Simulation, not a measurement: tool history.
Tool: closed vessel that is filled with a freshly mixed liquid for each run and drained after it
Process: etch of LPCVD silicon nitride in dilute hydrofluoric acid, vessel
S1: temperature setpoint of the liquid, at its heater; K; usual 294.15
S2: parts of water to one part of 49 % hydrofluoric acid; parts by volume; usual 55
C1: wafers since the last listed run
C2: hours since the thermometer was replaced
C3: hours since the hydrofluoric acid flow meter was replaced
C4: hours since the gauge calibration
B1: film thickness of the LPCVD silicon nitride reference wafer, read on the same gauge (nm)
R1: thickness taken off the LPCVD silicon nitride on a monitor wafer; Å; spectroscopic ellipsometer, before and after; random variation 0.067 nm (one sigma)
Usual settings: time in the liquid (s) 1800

Run 1, hour 0: usual settings; C1 0; C2 1596.5; C3 243.6; C4 472.7; B1 119.96. Result: R1 126.4 Å.
Run 2, hour 69.5: usual settings; C1 2396; C2 1666; C3 313.1; C4 542.2; B1 120.05. Result: R1 127.2 Å.
Run 3, hour 141.2: usual settings; C1 2472; C2 1737.7; C3 384.8; C4 613.9; B1 120.07. Result: R1 125.6 Å.
Run 4, hour 193.4: usual settings; C1 1799; C2 1789.9; C3 437; C4 666.1; B1 120.02. Result: R1 125.6 Å.
Run 5, hour 218.2: usual settings but time in the liquid (s) 1490; C1 855; C2 1814.7; C3 461.8; C4 690.9; B1 119.96. Result: R1 103.5 Å.
At hour 395.8: hydrofluoric acid flow meter replaced.
Run 6, hour 407.5: usual settings but time in the liquid (s) 1490; C1 6492; C2 2004; C3 11.7; C4 880.2; B1 119.98. Result: R1 104.5 Å.
At hour 437.8: thermometer replaced.
Run 7, hour 463.1: usual settings; C1 1882; C2 25.3; C3 67.3; C4 935.8; B1 119.93. Result: R1 127.9 Å.
Run 8, hour 502.3: usual settings; C1 1351; C2 64.5; C3 106.5; C4 975; B1 120.01. Result: R1 127.5 Å.
Run 9, hour 534.7: usual settings; C1 1117; C2 96.9; C3 138.9; C4 1007.4; B1 120. Result: R1 127.3 Å.
Run 10, hour 592.8: usual settings; C1 2003; C2 155; C3 197; C4 1065.5; B1 120.05. Result: R1 127.3 Å.
Run 11, hour 623.6: usual settings but S1 297.65 K; C1 1061; C2 185.8; C3 227.8; C4 1096.3; B1 120.01. Result: R1 160.9 Å.
Run 12, hour 760.4: usual settings but S2 70 parts by volume, time in the liquid (s) 2270; C1 4716; C2 322.6; C3 364.6; C4 1233.1; B1 120.04. Result: R1 124.9 Å.
Run 13, hour 795.7: usual settings but S1 292.65 K, S2 80 parts by volume; C1 1217; C2 357.9; C3 399.9; C4 1268.4; B1 120.03. Result: R1 79.1 Å.
Run 14, hour 844.8: usual settings but S1 297.65 K, S2 80 parts by volume, time in the liquid (s) 1440; C1 1692; C2 407; C3 449; C4 1317.5; B1 119.97. Result: R1 88.2 Å.
Run 15, hour 894.9: usual settings but S1 295.65 K, S2 80 parts by volume, time in the liquid (s) 2265; C1 1727; C2 457.1; C3 499.1; C4 1367.6; B1 120.03. Result: R1 121 Å.
At hour 922.6: gauge calibrated.
Run 16, hour 948.6: usual settings; C1 1851; C2 510.8; C3 552.8; C4 26; B1 120.02. Result: R1 126.1 Å.
Run 17, hour 1018.6: usual settings but S2 25 parts by volume; C1 2413; C2 580.8; C3 622.8; C4 96; B1 120.01. Result: R1 267.7 Å.
At hour 1056.9: hydrofluoric acid flow meter replaced.
Run 18, hour 1063.7: usual settings but S1 298.65 K, time in the liquid (s) 2570; C1 1520; C2 625.9; C3 6.8; C4 141.1; B1 120.01. Result: R1 247.5 Å.
Run 19, hour 1135.4: usual settings; C1 2472; C2 697.6; C3 78.5; C4 212.8; B1 120.05. Result: R1 127.5 Å.
Run 20, hour 1186.2: usual settings; C1 1751; C2 748.4; C3 129.3; C4 263.6; B1 120.04. Result: R1 127 Å.
Run 21, hour 1245.7: usual settings but time in the liquid (s) 1490; C1 2051; C2 807.9; C3 188.8; C4 323.1; B1 119.98. Result: R1 104.5 Å.

The same runs without the tool's hidden state, with the same run-to-run variation:
The hidden state here: liquid hotter than its thermometer reads (K); hydrofluoric acid flow below the setpoint (%); gauge reads high (%).
run     R1
  1    128
  2  129.2
  3  127.9
  4  128.2
  5  105.8
  6  104.7
  7  128.4
  8  128.3
  9  128.2
 10  128.5
 11  162.7
 12    127
 13   80.6
 14     90
 15  123.7
 16  129.2
 17  274.9
 18  248.5
 19  128.3
 20  128.1
 21  105.7
